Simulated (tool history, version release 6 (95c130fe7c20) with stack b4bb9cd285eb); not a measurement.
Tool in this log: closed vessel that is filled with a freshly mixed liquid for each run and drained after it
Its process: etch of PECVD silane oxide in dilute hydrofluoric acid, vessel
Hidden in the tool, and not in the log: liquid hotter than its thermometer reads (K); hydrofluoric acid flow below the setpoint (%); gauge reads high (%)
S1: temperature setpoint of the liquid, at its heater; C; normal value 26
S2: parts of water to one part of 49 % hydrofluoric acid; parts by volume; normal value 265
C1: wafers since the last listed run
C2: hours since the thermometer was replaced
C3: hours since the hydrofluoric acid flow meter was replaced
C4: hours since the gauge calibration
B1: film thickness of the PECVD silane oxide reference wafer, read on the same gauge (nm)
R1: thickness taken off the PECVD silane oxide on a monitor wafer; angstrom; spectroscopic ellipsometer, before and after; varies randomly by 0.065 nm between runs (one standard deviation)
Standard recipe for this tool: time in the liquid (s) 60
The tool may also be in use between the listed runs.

{"run": 1, "hour": 0.0, "S1": 26, "S2": 325, "time in the liquid (s)": 60, "C1": 0, "C2": 942.4, "C3": 348.1, "C4": 608.1, "B1": 79.98, "R1": 83.2}
{"run": 2, "hour": 57.9, "S1": 26, "S2": 325, "time in the liquid (s)": 60, "C1": 5075, "C2": 1000.3, "C3": 406, "C4": 666, "B1": 80.06, "R1": 83.8}
{"run": 3, "hour": 89.3, "S1": 26, "S2": 265, "time in the liquid (s)": 60, "C1": 2752, "C2": 1031.7, "C3": 437.4, "C4": 697.4, "B1": 80, "R1": 109.6}
{"run": 4, "hour": 158.8, "S1": 26, "S2": 265, "time in the liquid (s)": 60, "C1": 6091, "C2": 1101.2, "C3": 506.9, "C4": 766.9, "B1": 79.99, "R1": 108.9}
{"run": 5, "hour": 191.9, "S1": 26, "S2": 265, "time in the liquid (s)": 45, "C1": 2901, "C2": 1134.3, "C3": 540, "C4": 800, "B1": 79.99, "R1": 81.3}
{"run": 6, "hour": 240.6, "S1": 26, "S2": 265, "time in the liquid (s)": 45, "C1": 4268, "C2": 1183, "C3": 588.7, "C4": 848.7, "B1": 80.01, "R1": 81.8}
{"run": 7, "hour": 292.3, "S1": 26, "S2": 265, "time in the liquid (s)": 45, "C1": 4531, "C2": 1234.7, "C3": 640.4, "C4": 900.4, "B1": 80.03, "R1": 82.3}
{"run": 8, "hour": 338.2, "S1": 30, "S2": 265, "time in the liquid (s)": 40, "C1": 4023, "C2": 1280.6, "C3": 686.3, "C4": 946.3, "B1": 80, "R1": 82.5}
{"run": 9, "hour": 397.5, "S1": 30, "S2": 265, "time in the liquid (s)": 40, "C1": 5197, "C2": 1339.9, "C3": 745.6, "C4": 1005.6, "B1": 80, "R1": 83.5}
{"run": 10, "hour": 455.9, "S1": 30, "S2": 265, "time in the liquid (s)": 40, "C1": 5118, "C2": 1398.3, "C3": 804, "C4": 1064, "B1": 79.97, "R1": 83.3}
{"run": 11, "hour": 493.8, "S1": 26, "S2": 265, "time in the liquid (s)": 35, "C1": 3322, "C2": 1436.2, "C3": 841.9, "C4": 1101.9, "B1": 80, "R1": 63.7}
{"run": 12, "hour": 556.3, "S1": 26, "S2": 320, "time in the liquid (s)": 60, "C1": 5478, "C2": 1498.7, "C3": 904.4, "C4": 1164.4, "B1": 80.04, "R1": 85.6}
{"run": 13, "hour": 597.0, "S1": 26, "S2": 320, "time in the liquid (s)": 60, "C1": 3567, "C2": 1539.4, "C3": 945.1, "C4": 1205.1, "B1": 80, "R1": 84.9}
{"run": 14, "hour": 666.3, "S1": 26, "S2": 320, "time in the liquid (s)": 60, "C1": 6074, "C2": 1608.7, "C3": 1014.4, "C4": 1274.4, "B1": 79.99, "R1": 86.1}
{"run": 15, "hour": 698.9, "S1": 21.5, "S2": 180, "time in the liquid (s)": 85, "C1": 2857, "C2": 1641.3, "C3": 1047, "C4": 1307, "B1": 80.03, "R1": 209.4}
{"run": 16, "hour": 736.6, "S1": 26, "S2": 335, "time in the liquid (s)": 60, "C1": 3304, "C2": 1679, "C3": 1084.7, "C4": 1344.7, "B1": 80, "R1": 80.4}
{"run": 17, "hour": 779.9, "S1": 26, "S2": 265, "time in the liquid (s)": 60, "C1": 3795, "C2": 1722.3, "C3": 1128, "C4": 1388, "B1": 80.01, "R1": 108.3}
{"run": 18, "hour": 808.2, "S1": 26, "S2": 205, "time in the liquid (s)": 35, "C1": 2480, "C2": 1750.6, "C3": 1156.3, "C4": 1416.3, "B1": 80.01, "R1": 87.5}
{"hour": 822.9, "done": "hydrofluoric acid flow meter replaced"}
{"hour": 842.1, "done": "thermometer replaced"}
{"run": 19, "hour": 999.2, "S1": 23, "S2": 215, "time in the liquid (s)": 75, "C1": 16566, "C2": 157.1, "C3": 176.3, "C4": 1607.3, "B1": 79.98, "R1": 157.6}
{"run": 20, "hour": 1077.8, "S1": 27.5, "S2": 265, "time in the liquid (s)": 90, "C1": 6889, "C2": 235.7, "C3": 254.9, "C4": 1685.9, "B1": 80, "R1": 172.2}
{"run": 21, "hour": 1129.4, "S1": 30.5, "S2": 265, "time in the liquid (s)": 80, "C1": 4522, "C2": 287.3, "C3": 306.5, "C4": 1737.5, "B1": 79.99, "R1": 169.5}
{"hour": 1170.7, "done": "gauge calibrated"}
{"run": 22, "hour": 1200.0, "S1": 26, "S2": 265, "time in the liquid (s)": 45, "C1": 6188, "C2": 357.9, "C3": 377.1, "C4": 29.3, "B1": 79.96, "R1": 80.5}
{"run": 23, "hour": 1260.5, "S1": 26, "S2": 205, "time in the liquid (s)": 30, "C1": 5302, "C2": 418.4, "C3": 437.6, "C4": 89.8, "B1": 80, "R1": 75.2}
{"run": 24, "hour": 1304.5, "S1": 26, "S2": 310, "time in the liquid (s)": 60, "C1": 3856, "C2": 462.4, "C3": 481.6, "C4": 133.8, "B1": 80, "R1": 89.4}

For run 25, what comes out?
{"run": 25, "hour": 1344.5, "S1": 26, "S2": 340, "time in the liquid (s)": 80, "C1": 3506, "C2": 502.4, "C3": 521.6, "C4": 173.8, "B1": "?", "R1": "?"}

B1: 79.99
R1: 103.8 angstrom
With no hidden state in the tool, this same run would have given R1 103.8 angstrom.
